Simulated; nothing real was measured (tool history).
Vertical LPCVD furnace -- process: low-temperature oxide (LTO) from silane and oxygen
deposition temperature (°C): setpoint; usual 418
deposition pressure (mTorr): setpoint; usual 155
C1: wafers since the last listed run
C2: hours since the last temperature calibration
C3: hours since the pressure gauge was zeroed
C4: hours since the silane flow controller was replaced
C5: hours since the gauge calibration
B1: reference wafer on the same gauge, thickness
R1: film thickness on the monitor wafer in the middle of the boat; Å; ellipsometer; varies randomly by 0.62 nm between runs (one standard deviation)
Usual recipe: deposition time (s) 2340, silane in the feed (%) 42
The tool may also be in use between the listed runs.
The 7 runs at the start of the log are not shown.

-- day=4.821 pressure gauge zeroed
-- day=5.654 thermocouples replaced and temperature profile calibrated
run 8 day=5.675 | deposition_temperature_(°C)=418 deposition_pressure_(mTorr)=155 deposition_time_(s)=2340 silane_in_the_feed_(%)=42 | C1=104 C2=0.5 C3=20.5 C4=3125.0 C5=297.2 | B1=293.04 | R1=3279.6
run 9 day=5.858 | deposition_temperature_(°C)=418 deposition_pressure_(mTorr)=155 deposition_time_(s)=2340 silane_in_the_feed_(%)=42 | C1=53 C2=4.9 C3=24.9 C4=3129.4 C5=301.6 | B1=293.07 | R1=3295.6
run 10 day=6.046 | deposition_temperature_(°C)=418 deposition_pressure_(mTorr)=155 deposition_time_(s)=2340 silane_in_the_feed_(%)=42 | C1=54 C2=9.4 C3=29.4 C4=3133.9 C5=306.1 | B1=293.05 | R1=3291.3
run 11 day=6.229 | deposition_temperature_(°C)=418 deposition_pressure_(mTorr)=155 deposition_time_(s)=2340 silane_in_the_feed_(%)=42 | C1=53 C2=13.8 C3=33.8 C4=3138.3 C5=310.5 | B1=292.85 | R1=3278.2
run 12 day=6.417 | deposition_temperature_(°C)=428 deposition_pressure_(mTorr)=155 deposition_time_(s)=2340 silane_in_the_feed_(%)=42 | C1=54 C2=18.3 C3=38.3 C4=3142.8 C5=315.0 | B1=293.17 | R1=3607.0
run 13 day=7.638 | deposition_temperature_(°C)=418 deposition_pressure_(mTorr)=155 deposition_time_(s)=2340 silane_in_the_feed_(%)=36 | C1=353 C2=47.6 C3=67.6 C4=3172.1 C5=344.3 | B1=293.05 | R1=2737.5
run 14 day=8.200 | deposition_temperature_(°C)=418 deposition_pressure_(mTorr)=120 deposition_time_(s)=2340 silane_in_the_feed_(%)=37 | C1=162 C2=61.1 C3=81.1 C4=3185.6 C5=357.8 | B1=292.92 | R1=2189.9
run 15 day=8.554 | deposition_temperature_(°C)=418 deposition_pressure_(mTorr)=155 deposition_time_(s)=3000 silane_in_the_feed_(%)=36 | C1=102 C2=69.6 C3=89.6 C4=3194.1 C5=366.3 | B1=293.14 | R1=3502.4
-- day=8.800 gauge calibrated
run 16 day=9.142 | deposition_temperature_(°C)=429 deposition_pressure_(mTorr)=130 deposition_time_(s)=2910 silane_in_the_feed_(%)=35 | C1=170 C2=83.7 C3=103.7 C4=3208.2 C5=8.2 | B1=292.98 | R1=3079.8
run 17 day=9.683 | deposition_temperature_(°C)=418 deposition_pressure_(mTorr)=120 deposition_time_(s)=2820 silane_in_the_feed_(%)=42 | C1=156 C2=96.7 C3=116.7 C4=3221.2 C5=21.2 | B1=293.14 | R1=3037.5
run 18 day=10.175 | deposition_temperature_(°C)=418 deposition_pressure_(mTorr)=130 deposition_time_(s)=3180 silane_in_the_feed_(%)=42 | C1=142 C2=108.5 C3=128.5 C4=3233.0 C5=33.0 | B1=293.07 | R1=3714.1
run 19 day=10.446 | deposition_temperature_(°C)=418 deposition_pressure_(mTorr)=165 deposition_time_(s)=1620 silane_in_the_feed_(%)=38 | C1=78 C2=115.0 C3=135.0 C4=3239.5 C5=39.5 | B1=293.11 | R1=2148.9
run 20 day=10.888 | deposition_temperature_(°C)=418 deposition_pressure_(mTorr)=155 deposition_time_(s)=2700 silane_in_the_feed_(%)=42 | C1=127 C2=125.6 C3=145.6 C4=3250.1 C5=50.1 | B1=293.01 | R1=3762.3
run 21 day=11.288 | deposition_temperature_(°C)=418 deposition_pressure_(mTorr)=155 deposition_time_(s)=2340 silane_in_the_feed_(%)=49 | C1=115 C2=135.2 C3=155.2 C4=3259.7 C5=59.7 | B1=293.22 | R1=3771.3
run 22 day=11.650 | deposition_temperature_(°C)=429 deposition_pressure_(mTorr)=155 deposition_time_(s)=2340 silane_in_the_feed_(%)=42 | C1=104 C2=143.9 C3=163.9 C4=3268.4 C5=68.4 | B1=292.95 | R1=3643.5
run 23 day=12.312 | deposition_temperature_(°C)=418 deposition_pressure_(mTorr)=155 deposition_time_(s)=2340 silane_in_the_feed_(%)=42 | C1=191 C2=159.8 C3=179.8 C4=3284.3 C5=84.3 | B1=293.01 | R1=3266.4
-- day=13.983 silane flow controller replaced
run 24 day=14.004 | deposition_temperature_(°C)=414 deposition_pressure_(mTorr)=155 deposition_time_(s)=2340 silane_in_the_feed_(%)=38 | C1=200 C2=200.4 C3=220.4 C4=0.5 C5=124.9 | B1=292.93 | R1=2792.8
run 25 day=14.188 | deposition_temperature_(°C)=428 deposition_pressure_(mTorr)=115 deposition_time_(s)=2340 silane_in_the_feed_(%)=45 | C1=53 C2=204.8 C3=224.8 C4=4.9 C5=129.3 | B1=292.96 | R1=2828.2
run 26 day=14.538 | deposition_temperature_(°C)=428 deposition_pressure_(mTorr)=175 deposition_time_(s)=2970 silane_in_the_feed_(%)=42 | C1=101 C2=213.2 C3=233.2 C4=13.3 C5=137.7 | B1=293.09 | R1=5157.0
run 27 day=15.221 | deposition_temperature_(°C)=418 deposition_pressure_(mTorr)=155 deposition_time_(s)=2340 silane_in_the_feed_(%)=42 | C1=197 C2=229.6 C3=249.6 C4=29.7 C5=154.1 | B1=292.98 | R1=3255.9
run 28 day=16.950 | deposition_temperature_(°C)=418 deposition_pressure_(mTorr)=155 deposition_time_(s)=2340 silane_in_the_feed_(%)=42 | C1=500 C2=271.1 C3=291.1 C4=71.2 C5=195.6 | B1=293.05 | R1=3255.5
run 29 day=17.446 | deposition_temperature_(°C)=418 deposition_pressure_(mTorr)=155 deposition_time_(s)=2340 silane_in_the_feed_(%)=42 | C1=143 C2=283.0 C3=303.0 C4=83.1 C5=207.5 | B1=292.98 | R1=3239.8
run 30 day=19.683 | deposition_temperature_(°C)=418 deposition_pressure_(mTorr)=155 deposition_time_(s)=2340 silane_in_the_feed_(%)=42 | C1=647 C2=336.7 C3=356.7 C4=136.8 C5=261.2 | B1=293.10 | R1=3242.8
run 31 day=19.988 | deposition_temperature_(°C)=418 deposition_pressure_(mTorr)=155 deposition_time_(s)=3060 silane_in_the_feed_(%)=42 | C1=88 C2=344.0 C3=364.0 C4=144.1 C5=268.5 | B1=292.97 | R1=4249.7
run 32 day=20.575 | deposition_temperature_(°C)=418 deposition_pressure_(mTorr)=155 deposition_time_(s)=2340 silane_in_the_feed_(%)=42 | C1=170 C2=358.1 C3=378.1 C4=158.2 C5=282.6 | B1=293.00 | R1=3239.7

Here are 3 independent what-if runs from the current tool condition. What would each one return?
run A day=20.762 | deposition_temperature_(°C)=418 deposition_pressure_(mTorr)=175 deposition_time_(s)=2340 silane_in_the_feed_(%)=42 | C1=54 C2=362.6 C3=382.6 C4=162.7 C5=287.1 | B1=? | R1=?
run B day=20.762 | deposition_temperature_(°C)=423 deposition_pressure_(mTorr)=155 deposition_time_(s)=2880 silane_in_the_feed_(%)=42 | C1=54 C2=362.6 C3=382.6 C4=162.7 C5=287.1 | B1=? | R1=?
run C day=20.762 | deposition_temperature_(°C)=418 deposition_pressure_(mTorr)=195 deposition_time_(s)=2760 silane_in_the_feed_(%)=42 | C1=54 C2=362.6 C3=382.6 C4=162.7 C5=287.1 | B1=? | R1=?

run=A B1=293.03 R1=3680.4
run=B B1=293.03 R1=4206.2
run=C B1=293.03 R1=4847.9
The same runs, with their run-to-run variation unchanged, on a tool lacking any hidden condition would have given:
run=A R1=3760.8
run=B R1=4310.3
run=C R1=4942.8
